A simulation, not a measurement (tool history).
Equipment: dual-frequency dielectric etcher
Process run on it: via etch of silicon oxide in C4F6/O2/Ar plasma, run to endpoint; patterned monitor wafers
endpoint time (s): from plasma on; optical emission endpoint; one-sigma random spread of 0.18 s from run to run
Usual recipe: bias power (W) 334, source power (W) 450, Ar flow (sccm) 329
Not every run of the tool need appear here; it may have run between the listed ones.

run     day  bias power (W)  source power (W)  Ar flow (sccm)  wafers since the last listed run  hours since the last wet clean  hours since the last bias power generator calibration  hours since the last source power generator calibration  hours since the last Ar flow controller change  hours since the last upper electrode change  incoming incoming film thickness, nm  endpoint time (s)
  1   0.000             367               520             329                                 0                           320.9                                                 3539.2                                                   1727.7                                          1483.9                                         72.1                                 200.3               43.0
  2   2.083             367               520             329                               629                           370.9                                                 3589.2                                                   1777.7                                          1533.9                                        122.1                                 199.3               42.7
  3   5.938             367               520             329                              1164                           463.4                                                 3681.7                                                   1870.2                                          1626.4                                        214.6                                 198.6               42.7
  4  10.129             334               500             329                              1265                           564.0                                                 3782.3                                                   1970.8                                          1727.0                                        315.2                                 200.2               44.7
  5  12.933             279               450             329                               846                           631.3                                                 3849.6                                                   2038.1                                          1794.3                                        382.5                                 200.2               48.2
     13.792  -- Ar flow controller replaced
     17.117  -- wet clean of the chamber
  6  19.067             417               390             329                              1474                            46.8                                                 3996.8                                                   2185.3                                           126.6                                        529.7                                 200.5               45.0
  7  22.154             334               410             329                               932                           120.9                                                 4070.9                                                   2259.4                                           200.7                                        603.8                                 200.3               47.8
  8  26.246             368               550             259                              1235                           219.1                                                 4169.1                                                   2357.6                                           298.9                                        702.0                                 200.2               40.6
  9  29.529             334               380             307                               991                           297.9                                                 4247.9                                                   2436.4                                           377.7                                        780.8                                 199.4               47.7
 10  31.904             416               450             329                               717                           354.9                                                 4304.9                                                   2493.4                                           434.7                                        837.8                                 200.5               43.2
 11  33.696             360               390             392                               541                           397.9                                                 4347.9                                                   2536.4                                           477.7                                        880.8                                 202.6               48.7
 12  37.700             267               400             352                              1209                           494.0                                                 4444.0                                                   2632.5                                           573.8                                        976.9                                 201.6               51.4
 13  40.192             334               500             329                               752                           553.8                                                 4503.8                                                   2692.3                                           633.6                                       1036.7                                 198.6               44.1
 14  43.467             387               520             272                               989                           632.4                                                 4582.4                                                   2770.9                                           712.2                                       1115.3                                 197.3               40.7
 15  45.954             416               450             329                               751                           692.1                                                 4642.1                                                   2830.6                                           771.9                                       1175.0                                 200.9               43.1
     49.204  -- wet clean of the chamber
 16  49.950             397               510             265                               904                            17.9                                                 4738.0                                                   2926.5                                           867.8                                       1270.9                                 200.5               41.2
 17  51.829             307               550             294                               567                            63.0                                                 4783.1                                                   2971.6                                           912.9                                       1316.0                                 200.5               43.6
     54.154  -- source power generator calibrated
 18  56.075             416               520             284                              1231                           164.9                                                 4885.0                                                     46.1                                          1014.8                                       1417.9                                 200.0               40.9
 19  57.775             417               400             389                               513                           205.7                                                 4925.8                                                     86.9                                          1055.6                                       1458.7                                 200.2               45.7
     58.588  -- bias power generator calibrated
 20  59.958             334               450             354                               609                           258.1                                                   32.9                                                    139.3                                          1108.0                                       1511.1                                 202.9               47.0
 21  65.088             334               450             329                              1549                           381.2                                                  156.0                                                    262.4                                          1231.1                                       1634.2                                 201.0               46.0
 22  74.254             250               530             329                              2768                           601.2                                                  376.0                                                    482.4                                          1451.1                                       1854.2                                 201.0               47.1
 23  77.708             334               450             329                              1043                           684.1                                                  458.9                                                    565.3                                          1534.0                                       1937.1                                 200.6               46.0
     78.979  -- wet clean of the chamber
 24  81.271             334               450             329                               773                            55.0                                                  544.4                                                    650.8                                          1619.5                                       2022.6                                 201.4               46.5
 25  84.762             298               540             329                              1054                           138.8                                                  628.2                                                    734.6                                          1703.3                                       2106.4                                 201.7               45.0
 26  88.612             382               540             409                              1162                           231.2                                                  720.6                                                    827.0                                          1795.7                                       2198.8                                 198.6               42.5
 27  91.588             260               400             329                               898                           302.6                                                  792.0                                                    898.4                                          1867.1                                       2270.2                                 199.5               50.8
     94.033  -- Ar flow controller replaced
 28  94.762             404               340             286                               883                           378.8                                                  868.2                                                    974.6                                            17.5                                       2346.4                                 200.7               47.2

Forecast each of these 5 alternatives for the next run:
  A  94.779             334               450             329                                 5                           379.2                                                  868.6                                                    975.0                                            17.9                                       2346.8                                 200.6                  ?
  B  94.779             383               520             257                                 5                           379.2                                                  868.6                                                    975.0                                            17.9                                       2346.8                                 200.6                  ?
  C  94.779             269               400             329                                 5                           379.2                                                  868.6                                                    975.0                                            17.9                                       2346.8                                 200.6                  ?
  D  94.779             334               540             373                                 5                           379.2                                                  868.6                                                    975.0                                            17.9                                       2346.8                                 200.6                  ?
  E  94.779             398               410             277                                 5                           379.2                                                  868.6                                                    975.0                                            17.9                                       2346.8                                 200.6                  ?

run  endpoint time (s)
  A               45.8
  B               40.9
  C               50.3
  D               43.9
  E               44.0
Stripped of hidden state, with their random variation kept, the same runs would have yielded:
run  endpoint time (s)
  A               45.8
  B               40.9
  C               50.3
  D               43.9
  E               44.0
